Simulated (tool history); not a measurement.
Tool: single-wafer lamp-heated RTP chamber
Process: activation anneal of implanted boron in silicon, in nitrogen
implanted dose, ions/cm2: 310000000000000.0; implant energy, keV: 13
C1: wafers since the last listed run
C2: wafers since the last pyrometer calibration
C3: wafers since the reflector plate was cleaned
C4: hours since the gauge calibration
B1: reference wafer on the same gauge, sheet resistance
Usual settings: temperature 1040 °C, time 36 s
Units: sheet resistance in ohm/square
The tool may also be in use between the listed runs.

Run 1, day 0.000: usual settings; C1 0; C2 3888; C3 1818; C4 1677.0; B1 316.54. Result: sheet resistance 326.83 ohm/square.
Run 2, day 2.100: usual settings; C1 404; C2 4292; C3 2222; C4 1727.4; B1 316.66. Result: sheet resistance 326.77 ohm/square.
Run 3, day 4.221: usual settings; C1 408; C2 4701; C3 2631; C4 1778.3; B1 316.60. Result: sheet resistance 327.56 ohm/square.
Run 4, day 5.729: usual settings; C1 290; C2 4991; C3 2921; C4 1814.5; B1 316.62. Result: sheet resistance 327.49 ohm/square.
Run 5, day 7.704: usual settings; C1 380; C2 5372; C3 3302; C4 1861.9; B1 316.78. Result: sheet resistance 327.91 ohm/square.
Run 6, day 9.162: usual settings but time 24 s; C1 280; C2 5653; C3 3583; C4 1896.9; B1 316.91. Result: sheet resistance 329.01 ohm/square.
Run 7, day 10.375: usual settings but temperature 1056 °C, time 48 s; C1 233; C2 5886; C3 3816; C4 1926.0; B1 316.77. Result: sheet resistance 324.54 ohm/square.
Run 8, day 13.292: usual settings; C1 561; C2 6448; C3 4378; C4 1996.0; B1 316.90. Result: sheet resistance 328.05 ohm/square.
At day 14.329: gauge calibrated.
Run 9, day 14.567: usual settings; C1 245; C2 6694; C3 4624; C4 5.7; B1 312.77. Result: sheet resistance 323.09 ohm/square.
At day 15.346: reflector plate cleaned.
Run 10, day 16.692: usual settings; C1 345; C2 7039; C3 258; C4 56.7; B1 313.31. Result: sheet resistance 324.46 ohm/square.
Run 11, day 19.350: usual settings; C1 512; C2 7551; C3 770; C4 120.5; B1 313.60. Result: sheet resistance 324.28 ohm/square.
Run 12, day 21.362: usual settings; C1 387; C2 7938; C3 1158; C4 168.8; B1 314.15. Result: sheet resistance 325.16 ohm/square.
Run 13, day 22.688: usual settings; C1 255; C2 8194; C3 1413; C4 200.6; B1 313.94. Result: sheet resistance 324.56 ohm/square.
Run 14, day 25.242: usual settings; C1 491; C2 8686; C3 1905; C4 261.9; B1 314.41. Result: sheet resistance 324.62 ohm/square.
At day 27.808: pyrometer window cleaned and pyrometer calibrated.
Run 15, day 27.988: usual settings but temperature 1061 °C, time 55 s; C1 464; C2 34; C3 2370; C4 327.8; B1 314.72. Result: sheet resistance 320.54 ohm/square.
Run 16, day 29.108: usual settings but temperature 1015 °C; C1 215; C2 250; C3 2586; C4 354.7; B1 314.96. Result: sheet resistance 327.90 ohm/square.
Run 17, day 30.704: usual settings but temperature 1055 °C, time 27 s; C1 307; C2 557; C3 2893; C4 393.0; B1 315.04. Result: sheet resistance 325.57 ohm/square.
Run 18, day 31.850: usual settings but temperature 1027 °C; C1 220; C2 778; C3 3114; C4 420.5; B1 315.02. Result: sheet resistance 326.75 ohm/square.
Run 19, day 33.479: usual settings but temperature 1065 °C, time 23 s; C1 313; C2 1092; C3 3428; C4 459.6; B1 315.24. Result: sheet resistance 326.15 ohm/square.
Run 20, day 35.075: usual settings; C1 307; C2 1399; C3 3735; C4 497.9; B1 315.39. Result: sheet resistance 325.99 ohm/square.
At day 37.875: reflector plate cleaned.
Run 21, day 37.896: usual settings but temperature 1050 °C, time 42 s; C1 479; C2 1878; C3 3; C4 565.6; B1 315.60. Result: sheet resistance 324.55 ohm/square.
Run 22, day 40.483: usual settings but temperature 1018 °C, time 18 s; C1 498; C2 2377; C3 502; C4 627.7; B1 315.66. Result: sheet resistance 330.59 ohm/square.
Run 23, day 42.500: usual settings but time 19 s; C1 388; C2 2765; C3 890; C4 676.1; B1 315.90. Result: sheet resistance 327.91 ohm/square.
Run 24, day 50.017: usual settings; C1 1447; C2 4213; C3 2338; C4 856.5; B1 316.25. Result: sheet resistance 327.83 ohm/square.
Run 25, day 51.442: usual settings but temperature 1048 °C, time 27 s; C1 274; C2 4488; C3 2612; C4 890.7; B1 316.31. Result: sheet resistance 327.69 ohm/square.
Run 26, day 53.746: usual settings but temperature 1063 °C, time 44 s; C1 443; C2 4931; C3 3056; C4 946.0; B1 316.45. Result: sheet resistance 323.35 ohm/square.
Run 27, day 56.371: usual settings but temperature 1016 °C, time 19 s; C1 505; C2 5437; C3 3562; C4 1009.0; B1 316.68. Result: sheet resistance 331.72 ohm/square.
Run 28, day 58.900: usual settings but temperature 1062 °C; C1 487; C2 5924; C3 4049; C4 1069.7; B1 316.69. Result: sheet resistance 326.03 ohm/square.
At day 60.025: reflector plate cleaned.
Run 29, day 60.792: usual settings but temperature 1013 °C, time 47 s; C1 300; C2 6224; C3 147; C4 1115.1; B1 316.84. Result: sheet resistance 329.24 ohm/square.
Run 30, day 62.612: usual settings but temperature 1019 °C, time 19 s; C1 350; C2 6575; C3 498; C4 1158.8; B1 316.72. Result: sheet resistance 332.09 ohm/square.
Run 31, day 64.475: usual settings but temperature 1055 °C, time 52 s; C1 358; C2 6934; C3 857; C4 1203.5; B1 316.89. Result: sheet resistance 325.61 ohm/square.
Run 32, day 65.896: usual settings but time 20 s; C1 273; C2 7207; C3 1130; C4 1237.6; B1 316.85. Result: sheet resistance 328.89 ohm/square.
Run 33, day 68.142: usual settings but temperature 1055 °C, time 52 s; C1 432; C2 7640; C3 1563; C4 1291.5; B1 316.98. Result: sheet resistance 324.95 ohm/square.
Run 34, day 70.992: usual settings but temperature 1025 °C, time 22 s; C1 548; C2 8189; C3 2112; C4 1359.9; B1 317.02. Result: sheet resistance 329.99 ohm/square.
Run 35, day 72.538: usual settings but temperature 1028 °C, time 55 s; C1 297; C2 8487; C3 2409; C4 1397.0; B1 317.02. Result: sheet resistance 326.46 ohm/square.
Run 36, day 74.962: usual settings; C1 467; C2 8954; C3 2877; C4 1455.2; B1 316.96. Result: sheet resistance 328.11 ohm/square.

Some steps in sheet resistance between neighbouring runs. How much of each would the tool show without its hidden state too (settings, what came in, random variation), and how much is left for the hidden state, with any gauge scatter that isn't in both results?
The hidden state here: true wafer temperature minus pyrometer reading, K; wafer temperature error from the tarnished reflector plate, K; gauge reads high (%).
Run 8 -> 9: gauge calibrated. sheet resistance -4.96 ohm/square: hidden state -4.08, all else -0.88.
Run 10 -> 11: no setting changed, nothing entered. sheet resistance -0.18 ohm/square: hidden state +0.43, all else -0.61.
Run 15 -> 16: temperature 1061 -> 1015, time 55 -> 36. sheet resistance +7.36 ohm/square: hidden state +0.18, all else +7.18.
Run 23 -> 24: time 19 -> 36. sheet resistance -0.08 ohm/square: hidden state +0.40, all else -0.48.
Run 26 -> 27: temperature 1063 -> 1016, time 44 -> 19. sheet resistance +8.37 ohm/square: hidden state +0.22, all else +8.15.
Run 30 -> 31: temperature 1019 -> 1055, time 19 -> 52. sheet resistance -6.48 ohm/square: hidden state -0.05, all else -6.43.
